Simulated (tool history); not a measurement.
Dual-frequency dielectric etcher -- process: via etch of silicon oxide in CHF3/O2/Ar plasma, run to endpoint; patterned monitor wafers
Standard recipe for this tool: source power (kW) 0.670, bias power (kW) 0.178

run    hour  source power (kW)  bias power (kW)  wafers since the last listed run  hours since the last wet clean  hours since the last source power generator calibration  hours since the last bias power generator calibration  hours since the last upper electrode change  incoming incoming film thickness, nm  endpoint time (s)
  1     0.0              0.670            0.160                                 0                           480.4                                                   3483.2                                                 4359.5                                       4064.1                                 558.1              270.2
       27.5  -- wet clean of the chamber
  2    67.5              0.670            0.206                               143                            40.0                                                   3550.7                                                 4427.0                                       4131.6                                 556.9              250.4
  3   107.0              0.670            0.178                               130                            79.5                                                   3590.2                                                 4466.5                                       4171.1                                 560.8              263.3
  4   134.7              0.670            0.178                                91                           107.2                                                   3617.9                                                 4494.2                                       4198.8                                 558.9              270.0
  5   171.3              0.670            0.178                               120                           143.8                                                   3654.5                                                 4530.8                                       4235.4                                 559.6              267.0
  6   219.5              0.670            0.178                               159                           192.0                                                   3702.7                                                 4579.0                                       4283.6                                 566.6              267.7
  7   274.7              0.670            0.208                               182                           247.2                                                   3757.9                                                 4634.2                                       4338.8                                 559.1              245.2
  8   340.9              0.670            0.208                               218                           313.4                                                   3824.1                                                 4700.4                                       4405.0                                 560.9              244.0
  9   381.6              0.670            0.208                               134                           354.1                                                   3864.8                                                 4741.1                                       4445.7                                 554.1              241.1
      420.6  -- bias power generator calibrated
 10   440.0              0.670            0.178                               179                           412.5                                                   3923.2                                                   19.4                                       4504.1                                 560.4              264.5
 11   477.0              0.670            0.178                               122                           449.5                                                   3960.2                                                   56.4                                       4541.1                                 557.5              254.5
      518.1  -- upper electrode replaced
 12   518.6              0.710            0.190                                58                           491.1                                                   4001.8                                                   98.0                                          0.5                                 558.3              246.7
 13   568.8              0.670            0.178                               165                           541.3                                                   4052.0                                                  148.2                                         50.7                                 564.4              257.7
      615.7  -- wet clean of the chamber
 14   616.2              0.600            0.206                                77                             0.5                                                   4099.4                                                  195.6                                         98.1                                 558.0              265.9
 15   668.3              0.750            0.209                               172                            52.6                                                   4151.5                                                  247.7                                        150.2                                 563.3              247.5
 16   714.4              0.670            0.138                               152                            98.7                                                   4197.6                                                  293.8                                        196.3                                 558.5              295.8
 17   771.5              0.670            0.141                               188                           155.8                                                   4254.7                                                  350.9                                        253.4                                 561.1              294.0
 18   829.5              0.670            0.178                               191                           213.8                                                   4312.7                                                  408.9                                        311.4                                 561.2              268.3
 19   900.0              0.670            0.157                               233                           284.3                                                   4383.2                                                  479.4                                        381.9                                 560.3              278.7
 20   943.9              0.670            0.178                               145                           328.2                                                   4427.1                                                  523.3                                        425.8                                 566.5              266.7
      948.9  -- source power generator calibrated
 21  1013.2              0.670            0.178                               215                           397.5                                                     64.3                                                  592.6                                        495.1                                 554.2              260.2
 22  1084.0              0.530            0.191                               233                           468.3                                                    135.1                                                  663.4                                        565.9                                 562.0              277.6
 23  1111.4              0.770            0.134                                90                           495.7                                                    162.5                                                  690.8                                        593.3                                 566.2              276.5
     1158.5  -- wet clean of the chamber
 24  1159.0              0.670            0.207                                77                             0.5                                                    210.1                                                  738.4                                        640.9                                 566.1              260.4
 25  1187.3              0.500            0.143                                93                            28.8                                                    238.4                                                  766.7                                        669.2                                 564.2              329.4
 26  1249.3              0.600            0.178                               204                            90.8                                                    300.4                                                  828.7                                        731.2                                 558.0              278.7
 27  1309.9              0.670            0.215                               200                           151.4                                                    361.0                                                  889.3                                        791.8                                 557.3              248.9

What if the next run were any one of these 5? Each begins from the tool's condition after run 27:
  A  1310.4              0.570            0.178                                 1                           151.9                                                    361.5                                                  889.8                                        792.3                                 561.6                  ?
  B  1310.4              0.770            0.178                                 1                           151.9                                                    361.5                                                  889.8                                        792.3                                 561.6                  ?
  C  1310.4              0.520            0.144                                 1                           151.9                                                    361.5                                                  889.8                                        792.3                                 561.6                  ?
  D  1310.4              0.740            0.161                                 1                           151.9                                                    361.5                                                  889.8                                        792.3                                 561.6                  ?
  E  1310.4              0.670            0.195                                 1                           151.9                                                    361.5                                                  889.8                                        792.3                                 561.6                  ?

run  endpoint time (s)
  A              287.1
  B              257.4
  C              324.8
  D              272.4
  E              260.6
Without the tool's unlogged condition, the same runs would have read:
run  endpoint time (s)
  A              289.9
  B              260.0
  C              328.0
  D              275.1
  E              263.2

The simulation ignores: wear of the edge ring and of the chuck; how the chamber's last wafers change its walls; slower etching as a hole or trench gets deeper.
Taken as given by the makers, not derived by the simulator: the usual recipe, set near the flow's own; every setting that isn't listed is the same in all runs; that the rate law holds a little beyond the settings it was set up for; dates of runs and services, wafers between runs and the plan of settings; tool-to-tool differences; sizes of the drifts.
